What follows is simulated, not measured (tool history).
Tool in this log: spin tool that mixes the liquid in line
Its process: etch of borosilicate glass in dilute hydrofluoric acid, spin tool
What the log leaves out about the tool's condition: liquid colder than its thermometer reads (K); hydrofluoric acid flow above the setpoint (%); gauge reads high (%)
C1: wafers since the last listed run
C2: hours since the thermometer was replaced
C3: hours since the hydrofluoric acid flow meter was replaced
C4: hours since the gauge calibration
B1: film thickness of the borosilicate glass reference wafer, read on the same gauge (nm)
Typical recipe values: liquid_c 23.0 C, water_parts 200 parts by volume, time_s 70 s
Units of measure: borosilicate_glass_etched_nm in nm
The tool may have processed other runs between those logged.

{"run": 1, "hour": 0.0, "liquid_c": 23.0, "water_parts": 200, "time_s": 70, "C1": 0, "C2": 976.1, "C3": 1596.8, "C4": 757.8, "B1": 130.01, "borosilicate_glass_etched_nm": 7.06}
{"run": 2, "hour": 24.7, "liquid_c": 19.0, "water_parts": 200, "time_s": 70, "C1": 305, "C2": 1000.8, "C3": 1621.5, "C4": 782.5, "B1": 130.0, "borosilicate_glass_etched_nm": 6.15}
{"run": 3, "hour": 52.7, "liquid_c": 23.0, "water_parts": 200, "time_s": 70, "C1": 345, "C2": 1028.8, "C3": 1649.5, "C4": 810.5, "B1": 130.01, "borosilicate_glass_etched_nm": 7.12}
{"run": 4, "hour": 88.5, "liquid_c": 23.0, "water_parts": 200, "time_s": 70, "C1": 442, "C2": 1064.6, "C3": 1685.3, "C4": 846.3, "B1": 130.01, "borosilicate_glass_etched_nm": 7.02}
{"run": 5, "hour": 104.0, "liquid_c": 23.0, "water_parts": 200, "time_s": 70, "C1": 191, "C2": 1080.1, "C3": 1700.8, "C4": 861.8, "B1": 129.94, "borosilicate_glass_etched_nm": 7.28}
{"run": 6, "hour": 135.3, "liquid_c": 23.0, "water_parts": 130, "time_s": 70, "C1": 386, "C2": 1111.4, "C3": 1732.1, "C4": 893.1, "B1": 129.97, "borosilicate_glass_etched_nm": 11.57}
{"hour": 221.1, "done": "gauge calibrated"}
{"run": 7, "hour": 230.5, "liquid_c": 23.0, "water_parts": 200, "time_s": 70, "C1": 1175, "C2": 1206.6, "C3": 1827.3, "C4": 9.4, "B1": 129.99, "borosilicate_glass_etched_nm": 6.99}
{"run": 8, "hour": 243.1, "liquid_c": 23.0, "water_parts": 200, "time_s": 70, "C1": 155, "C2": 1219.2, "C3": 1839.9, "C4": 22.0, "B1": 129.99, "borosilicate_glass_etched_nm": 7.06}
{"hour": 246.0, "done": "thermometer replaced"}
{"run": 9, "hour": 274.0, "liquid_c": 23.0, "water_parts": 200, "time_s": 70, "C1": 369, "C2": 28.0, "C3": 1870.8, "C4": 52.9, "B1": 129.98, "borosilicate_glass_etched_nm": 7.67}
{"run": 10, "hour": 294.3, "liquid_c": 23.0, "water_parts": 200, "time_s": 70, "C1": 250, "C2": 48.3, "C3": 1891.1, "C4": 73.2, "B1": 130.02, "borosilicate_glass_etched_nm": 7.61}
{"run": 11, "hour": 322.2, "liquid_c": 23.0, "water_parts": 200, "time_s": 70, "C1": 344, "C2": 76.2, "C3": 1919.0, "C4": 101.1, "B1": 129.99, "borosilicate_glass_etched_nm": 7.73}
{"run": 12, "hour": 334.2, "liquid_c": 23.0, "water_parts": 200, "time_s": 55, "C1": 148, "C2": 88.2, "C3": 1931.0, "C4": 113.1, "B1": 130.0, "borosilicate_glass_etched_nm": 6.04}
{"run": 13, "hour": 347.1, "liquid_c": 23.0, "water_parts": 200, "time_s": 55, "C1": 159, "C2": 101.1, "C3": 1943.9, "C4": 126.0, "B1": 130.01, "borosilicate_glass_etched_nm": 6.02}
{"run": 14, "hour": 369.0, "liquid_c": 23.0, "water_parts": 200, "time_s": 55, "C1": 270, "C2": 123.0, "C3": 1965.8, "C4": 147.9, "B1": 129.98, "borosilicate_glass_etched_nm": 6.07}
{"run": 15, "hour": 399.4, "liquid_c": 23.0, "water_parts": 140, "time_s": 70, "C1": 375, "C2": 153.4, "C3": 1996.2, "C4": 178.3, "B1": 130.02, "borosilicate_glass_etched_nm": 11.53}
{"run": 16, "hour": 417.8, "liquid_c": 28.0, "water_parts": 150, "time_s": 70, "C1": 227, "C2": 171.8, "C3": 2014.6, "C4": 196.7, "B1": 130.04, "borosilicate_glass_etched_nm": 12.76}
{"run": 17, "hour": 450.2, "liquid_c": 19.0, "water_parts": 200, "time_s": 85, "C1": 400, "C2": 204.2, "C3": 2047.0, "C4": 229.1, "B1": 129.98, "borosilicate_glass_etched_nm": 7.83}
{"run": 18, "hour": 463.1, "liquid_c": 23.0, "water_parts": 200, "time_s": 70, "C1": 159, "C2": 217.1, "C3": 2059.9, "C4": 242.0, "B1": 130.02, "borosilicate_glass_etched_nm": 7.64}
{"run": 19, "hour": 485.6, "liquid_c": 26.5, "water_parts": 240, "time_s": 50, "C1": 277, "C2": 239.6, "C3": 2082.4, "C4": 264.5, "B1": 130.01, "borosilicate_glass_etched_nm": 4.99}
{"run": 20, "hour": 500.7, "liquid_c": 27.5, "water_parts": 200, "time_s": 90, "C1": 186, "C2": 254.7, "C3": 2097.5, "C4": 279.6, "B1": 130.01, "borosilicate_glass_etched_nm": 11.65}
{"hour": 513.2, "done": "hydrofluoric acid flow meter replaced"}
{"run": 21, "hour": 529.6, "liquid_c": 21.0, "water_parts": 125, "time_s": 70, "C1": 344, "C2": 283.6, "C3": 16.4, "C4": 308.5, "B1": 129.99, "borosilicate_glass_etched_nm": 10.97}
{"run": 22, "hour": 558.1, "liquid_c": 18.5, "water_parts": 105, "time_s": 105, "C1": 351, "C2": 312.1, "C3": 44.9, "C4": 337.0, "B1": 130.06, "borosilicate_glass_etched_nm": 18.06}
{"run": 23, "hour": 582.2, "liquid_c": 27.5, "water_parts": 200, "time_s": 90, "C1": 297, "C2": 336.2, "C3": 69.0, "C4": 361.1, "B1": 129.95, "borosilicate_glass_etched_nm": 10.59}
{"run": 24, "hour": 604.8, "liquid_c": 23.0, "water_parts": 275, "time_s": 70, "C1": 279, "C2": 358.8, "C3": 91.6, "C4": 383.7, "B1": 129.99, "borosilicate_glass_etched_nm": 4.59}
{"run": 25, "hour": 618.1, "liquid_c": 23.0, "water_parts": 150, "time_s": 110, "C1": 164, "C2": 372.1, "C3": 104.9, "C4": 397.0, "B1": 129.97, "borosilicate_glass_etched_nm": 15.09}
{"run": 26, "hour": 642.1, "liquid_c": 27.0, "water_parts": 260, "time_s": 85, "C1": 296, "C2": 396.1, "C3": 128.9, "C4": 421.0, "B1": 130.0, "borosilicate_glass_etched_nm": 7.01}
{"run": 27, "hour": 666.2, "liquid_c": 25.5, "water_parts": 115, "time_s": 85, "C1": 297, "C2": 420.2, "C3": 153.0, "C4": 445.1, "B1": 129.97, "borosilicate_glass_etched_nm": 17.56}
{"run": 28, "hour": 679.4, "liquid_c": 23.0, "water_parts": 130, "time_s": 70, "C1": 163, "C2": 433.4, "C3": 166.2, "C4": 458.3, "B1": 129.98, "borosilicate_glass_etched_nm": 11.64}
{"run": 29, "hour": 697.8, "liquid_c": 19.5, "water_parts": 115, "time_s": 55, "C1": 227, "C2": 451.8, "C3": 184.6, "C4": 476.7, "B1": 129.95, "borosilicate_glass_etched_nm": 8.85}
{"run": 30, "hour": 718.1, "liquid_c": 25.5, "water_parts": 265, "time_s": 90, "C1": 250, "C2": 472.1, "C3": 204.9, "C4": 497.0, "B1": 130.05, "borosilicate_glass_etched_nm": 6.91}
{"run": 31, "hour": 740.5, "liquid_c": 23.0, "water_parts": 200, "time_s": 70, "C1": 276, "C2": 494.5, "C3": 227.3, "C4": 519.4, "B1": 129.97, "borosilicate_glass_etched_nm": 7.01}
{"run": 32, "hour": 768.8, "liquid_c": 23.0, "water_parts": 200, "time_s": 70, "C1": 349, "C2": 522.8, "C3": 255.6, "C4": 547.7, "B1": 130.0, "borosilicate_glass_etched_nm": 6.86}
{"run": 33, "hour": 790.6, "liquid_c": 20.5, "water_parts": 200, "time_s": 70, "C1": 269, "C2": 544.6, "C3": 277.4, "C4": 569.5, "B1": 129.99, "borosilicate_glass_etched_nm": 6.22}
{"run": 34, "hour": 854.6, "liquid_c": 23.0, "water_parts": 290, "time_s": 110, "C1": 790, "C2": 608.6, "C3": 341.4, "C4": 633.5, "B1": 129.99, "borosilicate_glass_etched_nm": 6.88}

Entry by entry between the runs, the difference in hidden state between the last listed run before and the first listed run after:
After run 6, before run 7: gauge calibrated (hour 221.1)
  liquid colder than its thermometer reads (K): 2.1 -> 2.27; hydrofluoric acid flow above the setpoint (%): 8.43 -> 8.89
  what was measured, less what the result would be without the hidden state, borosilicate_glass_etched_nm: +0.10 -> +0.11 nm
After run 8, before run 9: thermometer replaced (hour 246.0)
  liquid colder than its thermometer reads (K): 2.29 -> 0.292; hydrofluoric acid flow above the setpoint (%): 8.95 -> 9.1
  what was measured, less what the result would be without the hidden state, borosilicate_glass_etched_nm: +0.11 -> +0.69 nm
After run 20, before run 21: hydrofluoric acid flow meter replaced (hour 513.2)
  liquid colder than its thermometer reads (K): 0.701 -> 0.754; hydrofluoric acid flow above the setpoint (%): 10.2 -> 1.88
  what was measured, less what the result would be without the hidden state, borosilicate_glass_etched_nm: +1.04 -> -0.10 nm
